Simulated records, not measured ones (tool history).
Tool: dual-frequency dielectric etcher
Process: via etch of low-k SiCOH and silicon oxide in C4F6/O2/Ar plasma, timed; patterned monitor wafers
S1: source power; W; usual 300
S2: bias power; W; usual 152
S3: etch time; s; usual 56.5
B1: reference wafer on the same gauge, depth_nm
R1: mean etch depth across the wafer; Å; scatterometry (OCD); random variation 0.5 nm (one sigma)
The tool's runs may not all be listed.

{"run": 1, "hour": 0.0, "S1": 300, "S2": 152, "S3": 56.5, "B1": 134, "R1": 1234}
{"hour": 35.0, "done": "wet clean of the chamber"}
{"run": 2, "hour": 163.2, "S1": 300, "S2": 152, "S3": 56.5, "B1": 134, "R1": 1243}
{"run": 3, "hour": 409.4, "S1": 300, "S2": 152, "S3": 56.5, "B1": 134, "R1": 1225}
{"hour": 440.5, "done": "wet clean of the chamber"}
{"run": 4, "hour": 463.8, "S1": 300, "S2": 152, "S3": 56.5, "B1": 134, "R1": 1245}
{"run": 5, "hour": 568.4, "S1": 300, "S2": 152, "S3": 56.5, "B1": 134.1, "R1": 1236}
{"run": 6, "hour": 613.9, "S1": 300, "S2": 152, "S3": 56.5, "B1": 134, "R1": 1237}
{"run": 7, "hour": 702.8, "S1": 300, "S2": 152, "S3": 56.5, "B1": 134.1, "R1": 1232}
{"run": 8, "hour": 784.6, "S1": 300, "S2": 152, "S3": 56.5, "B1": 134.1, "R1": 1227}
{"run": 9, "hour": 873.9, "S1": 300, "S2": 152, "S3": 56.5, "B1": 134.1, "R1": 1222}
{"hour": 905.6, "done": "wet clean of the chamber"}
{"run": 10, "hour": 912.6, "S1": 300, "S2": 152, "S3": 56.5, "B1": 134.1, "R1": 1240}
{"hour": 948.5, "done": "bias power generator calibrated"}
{"run": 11, "hour": 1017.3, "S1": 300, "S2": 152, "S3": 56.5, "B1": 134, "R1": 1240}
{"run": 12, "hour": 1054.3, "S1": 300, "S2": 152, "S3": 66, "B1": 134, "R1": 1439}
{"run": 13, "hour": 1099.0, "S1": 300, "S2": 152, "S3": 66, "B1": 134, "R1": 1445}
{"hour": 1181.4, "done": "gauge calibrated"}
{"run": 14, "hour": 1195.5, "S1": 300, "S2": 152, "S3": 56.5, "B1": 134.1, "R1": 1226}
{"hour": 1293.3, "done": "wet clean of the chamber"}
{"run": 15, "hour": 1294.3, "S1": 300, "S2": 163, "S3": 69.5, "B1": 134, "R1": 1558}
{"run": 16, "hour": 1342.5, "S1": 230, "S2": 152, "S3": 69, "B1": 134, "R1": 1369}
{"run": 17, "hour": 1410.0, "S1": 220, "S2": 167, "S3": 52, "B1": 134, "R1": 1026}
{"run": 18, "hour": 1446.5, "S1": 350, "S2": 152, "S3": 56.5, "B1": 134, "R1": 1318}
{"run": 19, "hour": 1520.1, "S1": 220, "S2": 126, "S3": 62.5, "B1": 133.9, "R1": 1176}
{"hour": 1530.4, "done": "source power generator calibrated"}
{"hour": 1577.0, "done": "upper electrode replaced"}
{"run": 20, "hour": 1577.5, "S1": 300, "S2": 141, "S3": 72.5, "B1": 134, "R1": 1589}
{"run": 21, "hour": 1624.9, "S1": 320, "S2": 136, "S3": 69.5, "B1": 134, "R1": 1546}
{"run": 22, "hour": 1668.4, "S1": 300, "S2": 134, "S3": 56.5, "B1": 133.9, "R1": 1221}
{"run": 23, "hour": 1753.1, "S1": 320, "S2": 152, "S3": 56.5, "B1": 134, "R1": 1268}
{"hour": 1789.3, "done": "wet clean of the chamber"}
{"run": 24, "hour": 1799.9, "S1": 300, "S2": 171, "S3": 43, "B1": 134, "R1": 979}
{"run": 25, "hour": 1895.4, "S1": 300, "S2": 152, "S3": 56.5, "B1": 134.1, "R1": 1242}
{"run": 26, "hour": 1980.2, "S1": 300, "S2": 152, "S3": 56.5, "B1": 134, "R1": 1245}
{"run": 27, "hour": 2082.6, "S1": 300, "S2": 136, "S3": 40, "B1": 133.9, "R1": 857}
{"run": 28, "hour": 2167.5, "S1": 300, "S2": 152, "S3": 56.5, "B1": 134, "R1": 1229}

5 ways to go on from here, each from the tool as it stands after run 28. What would each give?
{"run": "A", "hour": 2167.9, "S1": 300, "S2": 152, "S3": 56.5, "B1": "?", "R1": "?"}
{"run": "B", "hour": 2167.9, "S1": 300, "S2": 152, "S3": 46.5, "B1": "?", "R1": "?"}
{"run": "C", "hour": 2167.9, "S1": 360, "S2": 130, "S3": 43.5, "B1": "?", "R1": "?"}
{"run": "D", "hour": 2167.9, "S1": 300, "S2": 140, "S3": 69.5, "B1": "?", "R1": "?"}
{"run": "E", "hour": 2167.9, "S1": 340, "S2": 152, "S3": 56.5, "B1": "?", "R1": "?"}

run=A B1=134 R1=1234
run=B B1=134 R1=1016
run=C B1=134 R1=994
run=D B1=134 R1=1498
run=E B1=134 R1=1295
Without the tool's hidden state the same runs would have given:
run=A R1=1269
run=B R1=1045
run=C R1=1023
run=D R1=1540
run=E R1=1332

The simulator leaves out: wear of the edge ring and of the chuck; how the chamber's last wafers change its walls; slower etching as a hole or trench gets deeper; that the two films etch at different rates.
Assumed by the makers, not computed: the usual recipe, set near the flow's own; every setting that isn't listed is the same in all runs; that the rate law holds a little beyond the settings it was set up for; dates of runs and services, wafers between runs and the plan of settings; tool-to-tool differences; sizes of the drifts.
